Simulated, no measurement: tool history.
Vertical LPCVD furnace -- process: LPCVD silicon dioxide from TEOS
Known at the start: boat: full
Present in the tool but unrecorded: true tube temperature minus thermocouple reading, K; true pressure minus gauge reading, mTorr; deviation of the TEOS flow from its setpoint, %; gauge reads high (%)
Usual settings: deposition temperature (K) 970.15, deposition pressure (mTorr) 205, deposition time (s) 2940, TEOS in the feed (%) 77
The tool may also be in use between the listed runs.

run	day	deposition temperature (K)	deposition pressure (mTorr)	deposition time (s)	TEOS in the feed (%)	wafers since the last listed run	hours since the last temperature calibration	hours since the pressure gauge was zeroed	hours since the TEOS flow controller was replaced	hours since the gauge calibration	read-back reference wafer on the same gauge, thickness	film thickness on the monitor wafer in the middle of the boat (angstrom)
1	0.000	970.15	205	2220	77	0	3341.1	496.1	3809.6	753.7	314.78	2539.8
# day 0.608: gauge calibrated
2	2.262	970.15	205	2220	77	579	3395.4	550.4	3863.9	39.7	314.68	2537.3
3	4.346	975.15	205	2940	77	533	3445.4	600.4	3913.9	89.7	315.57	3778.6
4	7.662	975.15	205	2940	77	849	3525.0	680.0	3993.5	169.3	314.38	3790.1
5	10.083	970.15	205	2940	77	619	3583.1	738.1	4051.6	227.4	315.38	3373.2
6	13.888	970.15	205	2940	77	973	3674.4	829.4	4142.9	318.7	314.50	3368.6
7	17.821	970.15	230	2940	87	1006	3768.8	923.8	4237.3	413.1	314.61	3831.8
8	20.438	970.15	230	2940	87	669	3831.6	986.6	4300.1	475.9	314.73	3832.0
9	23.404	970.15	205	2490	68	759	3902.8	1057.8	4371.3	547.1	314.99	2714.1
10	26.858	970.15	205	2940	77	884	3985.7	1140.7	4454.2	630.0	314.38	3386.3
11	29.371	970.15	205	2940	77	643	4046.0	1201.0	4514.5	690.3	315.77	3401.7
# day 31.929: gauge calibrated
12	32.562	970.15	205	2940	77	817	4122.6	1277.6	4591.1	15.2	315.31	3391.7
# day 35.167: thermocouples replaced and temperature profile calibrated
13	35.188	970.15	205	2940	85	416	0.5	1340.6	4654.1	78.2	315.43	3287.5
14	38.162	970.15	205	1920	77	761	71.9	1412.0	4725.5	149.6	315.27	2059.7
# day 39.996: TEOS flow controller replaced
# day 41.212: pressure gauge zeroed
15	41.233	963.15	225	2940	77	274	145.6	0.5	29.7	223.3	315.01	2778.9
16	44.046	970.15	170	2100	77	720	213.1	68.0	97.2	290.8	314.92	2025.2
17	45.729	961.15	205	2940	91	430	253.5	108.4	137.6	331.2	314.32	2765.6
18	49.462	970.15	205	2490	68	955	343.1	198.0	227.2	420.8	315.37	2485.6
19	50.962	974.15	235	2100	71	384	379.1	234.0	263.2	456.8	315.12	2529.1
20	54.092	970.15	205	2940	77	801	454.2	309.1	338.3	531.9	315.17	3138.8
21	57.933	970.15	205	2940	71	983	546.4	401.3	430.5	624.1	315.03	3022.5
22	59.454	970.15	205	2940	73	389	582.9	437.8	467.0	660.6	314.36	3068.0
23	61.175	966.15	205	2940	89	440	624.2	479.1	508.3	701.9	315.30	3109.2
24	63.571	980.15	240	3930	77	613	681.7	536.6	565.8	759.4	315.10	5722.0
25	67.708	974.15	235	2940	77	1059	781.0	635.9	665.1	858.7	314.69	3727.9
# day 68.254: gauge calibrated
26	71.646	966.15	235	2940	88	1008	875.5	730.4	759.6	81.4	314.93	3285.9

3 options for the next run, each taken on its own from the tool as it stands now. Forecast them:
A	71.829	970.15	205	2940	77	46	879.9	734.8	764.0	85.8	?	?
B	71.829	961.15	255	3840	92	46	879.9	734.8	764.0	85.8	?	?
C	71.829	978.15	170	2040	77	46	879.9	734.8	764.0	85.8	?	?

run	read-back reference wafer on the same gauge, thickness	film thickness on the monitor wafer in the middle of the boat (angstrom)
A	315.58	3181.8
B	315.58	4097.3
C	315.58	2420.0
With the hidden condition removed and each run's random variation left untouched, the same runs would have given:
run	film thickness on the monitor wafer in the middle of the boat (angstrom)
A	3124.6
B	4022.3
C	2377.2
